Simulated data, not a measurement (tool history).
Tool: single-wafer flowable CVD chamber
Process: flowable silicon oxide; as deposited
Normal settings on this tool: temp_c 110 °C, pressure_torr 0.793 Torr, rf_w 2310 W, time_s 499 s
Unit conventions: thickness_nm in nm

| run | hour | temp_c | pressure_torr | rf_w | time_s | read-back reference wafer on the same gauge, thickness_nm | thickness_nm |
|---|---|---|---|---|---|---|---|
| 1 | 0.0 | 110 | 0.793 | 2310 | 499 | 191.820 | 233.895 |
| 2 | 10.6 | 100 | 0.793 | 2075 | 499 | 192.073 | 341.768 |
| 3 | 27.1 | 100 | 0.793 | 2075 | 499 | 192.233 | 340.442 |
| 4 | 42.6 | 102 | 0.793 | 2310 | 499 | 192.136 | 319.661 |
| 5 | 49.6 | 102 | 0.793 | 2310 | 499 | 191.986 | 321.087 |
| 6 | 59.9 | 102 | 0.793 | 2310 | 499 | 191.703 | 325.409 |
| 7 | 66.0 | 110 | 0.793 | 2080 | 499 | 191.708 | 235.074 |
| 8 | 77.5 | 110 | 0.793 | 2080 | 499 | 192.076 | 235.133 |
| 9 | 88.5 | 110 | 0.793 | 2080 | 499 | 191.973 | 236.162 |
| 10 | 104.1 | 110 | 0.793 | 2310 | 499 | 192.324 | 240.342 |
| 11 | 115.8 | 110 | 0.793 | 2310 | 499 | 192.235 | 241.906 |
|  | 130.5 | RF generator calibrated |
| 12 | 131.0 | 110 | 0.793 | 2310 | 499 | 191.739 | 241.862 |
| 13 | 131.7 | 110 | 0.793 | 2435 | 499 | 192.151 | 242.890 |
| 14 | 143.4 | 110 | 0.793 | 2435 | 499 | 192.137 | 241.553 |
| 15 | 151.1 | 110 | 0.688 | 2310 | 499 | 192.206 | 210.868 |
| 16 | 166.4 | 110 | 0.793 | 2310 | 499 | 191.844 | 241.753 |
|  | 179.1 | showerhead replaced |
| 17 | 181.1 | 110 | 0.793 | 1885 | 534 | 191.946 | 253.360 |
| 18 | 230.1 | 110 | 0.734 | 2310 | 471 | 192.000 | 211.427 |
| 19 | 240.6 | 110 | 0.793 | 2310 | 499 | 192.032 | 245.514 |
|  | 254.0 | thermocouple changed; heater temperature recalibrated |
| 20 | 254.5 | 110 | 0.793 | 2015 | 433 | 191.927 | 169.872 |
| 21 | 261.9 | 105 | 0.793 | 2310 | 499 | 191.940 | 240.195 |
|  | 262.1 | gauge calibrated |
| 22 | 271.2 | 110 | 0.865 | 2310 | 499 | 191.960 | 218.399 |
|  | 283.1 | capacitance manometer re-zeroed and calibrated |
| 23 | 284.9 | 110 | 0.793 | 2310 | 499 | 191.804 | 199.289 |
| 24 | 334.4 | 115 | 0.988 | 2310 | 423 | 191.978 | 176.761 |
| 25 | 352.2 | 110 | 0.793 | 2435 | 499 | 191.856 | 201.118 |
| 26 | 368.6 | 97 | 0.984 | 2310 | 567 | 191.948 | 457.235 |
| 27 | 378.0 | 98 | 0.930 | 2310 | 499 | 192.109 | 369.040 |
| 28 | 392.4 | 110 | 0.793 | 2310 | 499 | 192.432 | 200.328 |
| 29 | 404.5 | 110 | 0.671 | 2310 | 499 | 191.996 | 168.784 |

Results for each run, recomputed without the tool's hidden state and with each run's random variation untouched:
Hidden conditions of the tool in this case: wafer temperature above the value expected at the setpoint (K); delivered RF power above the setpoint (%); true pressure above the setpoint (%); gauge reads high (%).
| run | thickness_nm |
|---|---|
| 1 | 198.497 |
| 2 | 289.483 |
| 3 | 287.656 |
| 4 | 269.576 |
| 5 | 270.498 |
| 6 | 273.720 |
| 7 | 197.549 |
| 8 | 197.255 |
| 9 | 197.787 |
| 10 | 200.809 |
| 11 | 201.752 |
| 12 | 201.241 |
| 13 | 202.075 |
| 14 | 200.597 |
| 15 | 174.904 |
| 16 | 200.040 |
| 17 | 209.157 |
| 18 | 173.176 |
| 19 | 200.753 |
| 20 | 170.976 |
| 21 | 241.845 |
| 22 | 219.818 |
| 23 | 200.579 |
| 24 | 177.844 |
| 25 | 202.367 |
| 26 | 460.158 |
| 27 | 371.359 |
| 28 | 201.515 |
| 29 | 169.767 |

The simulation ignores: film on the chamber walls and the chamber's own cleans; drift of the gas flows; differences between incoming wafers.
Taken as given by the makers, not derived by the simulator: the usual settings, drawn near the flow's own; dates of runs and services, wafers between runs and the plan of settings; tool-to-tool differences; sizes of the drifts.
